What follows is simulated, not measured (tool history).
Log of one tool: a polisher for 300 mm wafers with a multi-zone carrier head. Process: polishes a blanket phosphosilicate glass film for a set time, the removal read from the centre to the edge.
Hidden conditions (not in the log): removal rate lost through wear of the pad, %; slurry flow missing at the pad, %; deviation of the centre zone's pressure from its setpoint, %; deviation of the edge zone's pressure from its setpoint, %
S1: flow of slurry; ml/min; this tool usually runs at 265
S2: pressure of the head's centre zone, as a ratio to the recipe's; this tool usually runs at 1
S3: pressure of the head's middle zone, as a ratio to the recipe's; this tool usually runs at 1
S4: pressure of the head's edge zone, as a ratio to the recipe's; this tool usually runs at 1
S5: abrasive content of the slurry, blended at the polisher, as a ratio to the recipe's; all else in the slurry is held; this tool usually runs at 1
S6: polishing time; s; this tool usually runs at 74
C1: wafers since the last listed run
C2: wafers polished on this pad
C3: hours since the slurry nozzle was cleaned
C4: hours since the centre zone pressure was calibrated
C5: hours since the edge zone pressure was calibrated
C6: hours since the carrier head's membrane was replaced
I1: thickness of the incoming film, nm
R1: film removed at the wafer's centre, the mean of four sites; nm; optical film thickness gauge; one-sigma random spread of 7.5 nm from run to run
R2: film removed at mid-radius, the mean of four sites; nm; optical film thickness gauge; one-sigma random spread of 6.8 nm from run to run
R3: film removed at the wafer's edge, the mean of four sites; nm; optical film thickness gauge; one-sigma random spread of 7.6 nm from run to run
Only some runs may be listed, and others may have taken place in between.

Run 1, hour 0: usual settings; C1 0; C2 888; C3 11.4; C4 83.7; C5 1156.3; C6 1276.3; I1 2433.2. Result: R1 746.9 nm, R2 732.3 nm, R3 745.9 nm.
Run 2, hour 11: usual settings but S1 210 ml/min, S2 0.9, S4 1.1; C1 107; C2 995; C3 22.4; C4 94.7; C5 1167.3; C6 1287.3; I1 2424. Result: R1 647.5 nm, R2 706.3 nm, R3 744.9 nm.
Run 3, hour 25.1: usual settings but S5 0.9; C1 137; C2 1132; C3 36.5; C4 108.8; C5 1181.4; C6 1301.4; I1 2457.4. Result: R1 716.5 nm, R2 697 nm, R3 710.4 nm.
Run 4, hour 31.7: usual settings but S1 360 ml/min, S6 61 s; C1 64; C2 1197; C3 43.1; C4 115.4; C5 1188; C6 1308; I1 2404.3. Result: R1 629.5 nm, R2 621.1 nm, R3 628.9 nm.
At hour 34.5: edge zone pressure recalibrated.
At hour 44.5: worn pad replaced by a new one.
Run 5, hour 45: usual settings but S3 0.96; C1 71; C2 4; C3 56.4; C4 128.7; C5 10.5; C6 1321.3; I1 2402.1. Result: R1 800.8 nm, R2 776.4 nm, R3 819.7 nm.
Run 6, hour 61.9: usual settings but S1 240 ml/min, S4 0.95; C1 164; C2 168; C3 73.3; C4 145.6; C5 27.4; C6 1338.2; I1 2429.2. Result: R1 762.2 nm, R2 763.1 nm, R3 774.2 nm.
Run 7, hour 71.5: usual settings but S1 345 ml/min, S2 1.08, S4 0.95, S5 1.2; C1 93; C2 262; C3 82.9; C4 155.2; C5 37; C6 1347.8; I1 2409.6. Result: R1 929.1 nm, R2 831.9 nm, R3 836.4 nm.
Run 8, hour 83.2: usual settings but S1 185 ml/min, S4 1.04; C1 113; C2 376; C3 94.6; C4 166.9; C5 48.7; C6 1359.5; I1 2448.1. Result: R1 702.6 nm, R2 717.1 nm, R3 752.2 nm.
Run 9, hour 96.2: usual settings but S5 1.3; C1 126; C2 502; C3 107.6; C4 179.9; C5 61.7; C6 1372.5; I1 2438.3. Result: R1 835.2 nm, R2 812.4 nm, R3 832.4 nm.
Run 10, hour 102.2: usual settings but S1 300 ml/min, S3 0.89, S5 1.2, S6 83 s; C1 58; C2 561; C3 113.6; C4 185.9; C5 67.7; C6 1378.5; I1 2441.5. Result: R1 902.5 nm, R2 837.4 nm, R3 926.5 nm.
Run 11, hour 117: usual settings; C1 144; C2 705; C3 128.4; C4 200.7; C5 82.5; C6 1393.3; I1 2393.4. Result: R1 733.7 nm, R2 733.9 nm, R3 737.5 nm.
At hour 166.6: worn pad replaced by a new one.
Run 12, hour 169.3: usual settings but S6 100 s; C1 470; C2 25; C3 180.7; C4 253; C5 134.8; C6 1445.6; I1 2425.3. Result: R1 1090.9 nm, R2 1080.5 nm, R3 1096.2 nm.
At hour 177.5: carrier head's membrane replaced by a new one.
Run 13, hour 181.2: usual settings but S1 310 ml/min, S3 1.12, S5 1.1; C1 67; C2 92; C3 192.6; C4 264.9; C5 146.7; C6 3.7; I1 2435. Result: R1 836.2 nm, R2 893.3 nm, R3 836.8 nm.
Run 14, hour 189.7: usual settings but S4 0.96, S5 1.15, S6 94 s; C1 82; C2 175; C3 201.1; C4 273.4; C5 155.2; C6 12.2; I1 2409. Result: R1 1055.9 nm, R2 1037.9 nm, R3 1040.6 nm.
Run 15, hour 201.8: usual settings but S1 355 ml/min, S6 55 s; C1 117; C2 293; C3 213.2; C4 285.5; C5 167.3; C6 24.3; I1 2418.7. Result: R1 581.5 nm, R2 584 nm, R3 583.9 nm.
Run 16, hour 219.4: usual settings but S2 0.9; C1 171; C2 464; C3 230.8; C4 303.1; C5 184.9; C6 41.9; I1 2435.7. Result: R1 668.9 nm, R2 737.2 nm, R3 767.9 nm.
Run 17, hour 227.6: usual settings but S6 65 s; C1 79; C2 544; C3 239; C4 311.3; C5 193.1; C6 50.1; I1 2449.5. Result: R1 653 nm, R2 652.7 nm, R3 666.2 nm.
Run 18, hour 235.4: usual settings but S5 0.75, S6 99 s; C1 75; C2 620; C3 246.8; C4 319.1; C5 200.9; C6 57.9; I1 2417.5. Result: R1 869.3 nm, R2 868.9 nm, R3 889.6 nm.
Run 19, hour 248.7: usual settings but S1 185 ml/min, S3 1.04, S5 0.75; C1 129; C2 749; C3 260.1; C4 332.4; C5 214.2; C6 71.2; I1 2473.3. Result: R1 610.2 nm, R2 632.9 nm, R3 629.7 nm.
At hour 294.8: worn pad replaced by a new one.
Run 20, hour 301.2: usual settings; C1 471; C2 62; C3 312.6; C4 384.9; C5 266.7; C6 123.7; I1 2442.3. Result: R1 786.9 nm, R2 800.9 nm, R3 798.3 nm.

Alternative continuations, all from the tool just after run 20; predict every row:
Run A, hour 301.6: usual settings but S6 66 s; C1 3; C2 66; C3 313; C4 385.3; C5 267.1; C6 124.1; I1 2454.4. Result: R1 ?, R2 ?, R3 ?.
Run B, hour 301.6: usual settings but S1 190 ml/min, S4 1.07, S6 61 s; C1 3; C2 66; C3 313; C4 385.3; C5 267.1; C6 124.1; I1 2454.4. Result: R1 ?, R2 ?, R3 ?.
Run C, hour 301.6: usual settings but S5 0.75; C1 3; C2 66; C3 313; C4 385.3; C5 267.1; C6 124.1; I1 2454.4. Result: R1 ?, R2 ?, R3 ?.
Run D, hour 301.6: usual settings but S1 215 ml/min; C1 3; C2 66; C3 313; C4 385.3; C5 267.1; C6 124.1; I1 2454.4. Result: R1 ?, R2 ?, R3 ?.
Run E, hour 301.6: usual settings but S4 0.89, S5 0.75; C1 3; C2 66; C3 313; C4 385.3; C5 267.1; C6 124.1; I1 2454.4. Result: R1 ?, R2 ?, R3 ?.

run     R1     R2     R3
  A    710    721    711
  B  622.5  635.6  651.2
  C    699  709.8    700
  D    772  786.4  780.8
  E    699  709.9  670.5
Stripped of hidden state, with their random variation kept, the same runs would have yielded:
run     R1     R2     R3
  A  741.8  733.6  723.6
  B  650.4  646.7  662.8
  C  730.3  722.3  712.4
  D  806.5  800.2  794.6
  E  730.3  722.4  682.3
